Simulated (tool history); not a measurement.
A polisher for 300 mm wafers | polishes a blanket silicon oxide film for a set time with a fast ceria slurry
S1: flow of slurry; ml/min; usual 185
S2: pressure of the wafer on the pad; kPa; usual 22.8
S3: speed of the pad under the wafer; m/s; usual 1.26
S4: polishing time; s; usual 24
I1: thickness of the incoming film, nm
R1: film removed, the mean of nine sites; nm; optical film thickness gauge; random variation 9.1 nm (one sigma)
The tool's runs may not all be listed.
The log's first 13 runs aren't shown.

| run | hour | S1 | S2 | S3 | S4 | I1 | R1 |
|---|---|---|---|---|---|---|---|
| 14 | 290.3 | 185 | 22.8 | 1.26 | 24 | 1564.1 | 628.9 |
| 15 | 312.5 | 185 | 22.8 | 1.26 | 24 | 1579.8 | 615.5 |
| 16 | 327.5 | 185 | 22.8 | 1.26 | 24 | 1565.5 | 616 |
|  | 344.2 | slurry nozzle cleaned |
| 17 | 356.7 | 215 | 22.8 | 1.26 | 24 | 1544.6 | 662.5 |
| 18 | 390.1 | 225 | 27.6 | 1.26 | 27 | 1548.8 | 937.1 |
|  | 397.1 | worn pad replaced by a new one |
| 19 | 414.8 | 185 | 22.8 | 1.44 | 24 | 1547.9 | 756 |
| 20 | 450.1 | 185 | 22.8 | 1.26 | 24 | 1562.7 | 666.4 |
| 21 | 540.6 | 185 | 22.8 | 1.26 | 24 | 1598 | 640.2 |
|  | 544.7 | worn pad replaced by a new one |
|  | 570 | head pressure recalibrated |
| 22 | 570.9 | 125 | 19.3 | 1.64 | 20 | 1553.5 | 557.6 |
| 23 | 593.8 | 185 | 22.8 | 1.26 | 24 | 1563.1 | 623.2 |
| 24 | 608.9 | 185 | 22.8 | 1.26 | 24 | 1602.2 | 645.4 |
| 25 | 643 | 210 | 22.8 | 0.94 | 24 | 1585.6 | 480.1 |
| 26 | 664.5 | 185 | 22.8 | 1.26 | 24 | 1546.4 | 620.9 |
| 27 | 684 | 240 | 22.8 | 1.26 | 24 | 1577.6 | 655.6 |
| 28 | 702.4 | 165 | 14.5 | 1.26 | 16 | 1586.7 | 255.8 |
|  | 714.9 | slurry nozzle cleaned |
|  | 723.5 | worn pad replaced by a new one |
| 29 | 727.7 | 200 | 20 | 1.26 | 31 | 1583.4 | 770.1 |
| 30 | 748.6 | 185 | 22.8 | 1.26 | 24 | 1573.2 | 654.6 |
| 31 | 780.9 | 220 | 17.2 | 0.96 | 18 | 1572.6 | 294.8 |
| 32 | 808.6 | 210 | 29 | 0.86 | 31 | 1566.5 | 778.2 |
| 33 | 822.3 | 185 | 18.6 | 1.26 | 20 | 1576.1 | 456.7 |
| 34 | 846.1 | 185 | 22.8 | 1.26 | 24 | 1581.1 | 674.1 |

5 ways to go on from here, each from the tool as it stands after run 34. What would each give?
| A | 846.5 | 185 | 22.8 | 1.26 | 24 | 1592.3 | ? |
| B | 846.5 | 185 | 14.5 | 1.26 | 27 | 1592.3 | ? |
| C | 846.5 | 185 | 22.8 | 1.04 | 19 | 1592.3 | ? |
| D | 846.5 | 125 | 15.2 | 1.1 | 32 | 1592.3 | ? |
| E | 846.5 | 160 | 26.9 | 1.64 | 24 | 1592.3 | ? |

| run | R1 |
|---|---|
| A | 663.8 |
| B | 475.2 |
| C | 433.7 |
| D | 475.3 |
| E | 995.2 |
Without the tool's hidden state the same runs would have given:
| run | R1 |
|---|---|
| A | 668.4 |
| B | 478.5 |
| C | 436.8 |
| D | 480.3 |
| E | 1003.3 |
